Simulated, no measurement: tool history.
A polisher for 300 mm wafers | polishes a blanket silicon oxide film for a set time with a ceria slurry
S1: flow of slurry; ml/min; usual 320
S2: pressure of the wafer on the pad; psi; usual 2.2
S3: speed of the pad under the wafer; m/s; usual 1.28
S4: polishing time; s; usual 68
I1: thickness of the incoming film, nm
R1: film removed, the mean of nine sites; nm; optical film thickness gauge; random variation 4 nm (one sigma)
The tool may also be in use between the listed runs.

run    hour   S1   S2    S3  S4      I1     R1
  1     0.0  270  2.2  1.28  68  1229.0  309.6
  2    88.4  270  2.2  1.28  68  1215.4  311.0
  3   168.4  270  2.2  1.28  68  1228.8  314.3
  4   241.0  320  2.2  1.28  68  1213.1  316.5
  5   301.9  320  2.2  1.28  68  1235.9  317.1
  6   341.2  320  2.2  1.28  68  1226.1  319.9
  7   402.7  320  2.2  1.28  68  1221.7  320.1
  8   472.3  320  2.2  1.28  68  1229.1  313.4
  9   553.7  320  2.2  1.28  68  1234.7  310.5
 10   610.8  320  2.2  1.28  68  1238.7  318.3
 11   683.2  405  1.9  1.28  68  1235.9  293.8
 12   768.6  405  1.9  1.28  68  1216.0  296.1
 13   845.3  405  1.9  1.28  68  1241.4  294.4
 14   913.8  320  2.2  1.28  68  1220.4  316.2
 15  1013.6  320  2.2  1.28  68  1218.0  316.0
 16  1121.4  415  1.4  1.28  68  1224.9  253.6
 17  1178.4  320  1.5  1.10  79  1227.1  270.0
 18  1235.9  245  2.2  1.28  68  1221.6  298.8
 19  1289.8  320  2.2  1.28  68  1244.9  318.3
 20  1361.0  320  2.2  1.28  68  1232.1  317.8
 21  1468.6  320  2.2  1.28  68  1208.7  320.7
 22  1558.4  320  2.2  1.28  44  1223.1  204.1
 23  1634.0  320  2.9  1.28  89  1244.0  494.3
 24  1686.4  385  2.7  1.28  68  1233.9  365.0
 25  1766.4  320  2.2  1.28  68  1221.3  326.0
 26  1839.7  395  2.4  1.70  61  1225.3  371.9
 27  1882.8  320  2.2  1.44  68  1232.7  343.6
 28  1938.2  320  2.2  1.28  68  1245.9  324.1
 29  2250.7  320  2.2  1.68  55  1226.2  309.0
 30  2298.6  220  2.2  1.28  78  1221.0  355.9
 31  2572.7  410  2.2  1.52  68  1228.5  365.3

Taken out of this log: 16 entries between the listed runs. Where each belongs, and how the hidden state differs across it:
Between runs 1 and 2: worn pad replaced by a new one (hour 77.3)
  no hidden state differs between the two runs
Between runs 2 and 3: slurry nozzle cleaned (hour 164.6)
  no hidden state differs between the two runs
Between runs 5 and 6: head pressure recalibrated (hour 320.0)
  no hidden state differs between the two runs
Between runs 8 and 9: worn pad replaced by a new one (hour 544.4)
  no hidden state differs between the two runs
Between runs 10 and 11: slurry nozzle cleaned (hour 669.3)
  no hidden state differs between the two runs
Between runs 13 and 14: head pressure recalibrated (hour 853.4)
  no hidden state differs between the two runs
Between runs 15 and 16: worn pad replaced by a new one (hour 1042.4)
  no hidden state differs between the two runs
Between runs 16 and 17: slurry nozzle cleaned (hour 1135.5)
  no hidden state differs between the two runs
Between runs 19 and 20: head pressure recalibrated (hour 1295.1)
  no hidden state differs between the two runs
Between runs 21 and 22: worn pad replaced by a new one (hour 1489.9)
  no hidden state differs between the two runs
Between runs 24 and 25: slurry nozzle cleaned (hour 1729.6)
  no hidden state differs between the two runs
Between runs 25 and 26: head pressure recalibrated (hour 1818.8)
  no hidden state differs between the two runs
Between runs 28 and 29: worn pad replaced by a new one (hour 2011.9); slurry nozzle cleaned (hour 2187.9)
  no hidden state differs between the two runs
Between runs 30 and 31: head pressure recalibrated (hour 2393.9); worn pad replaced by a new one (hour 2571.9)
  no hidden state differs between the two runs
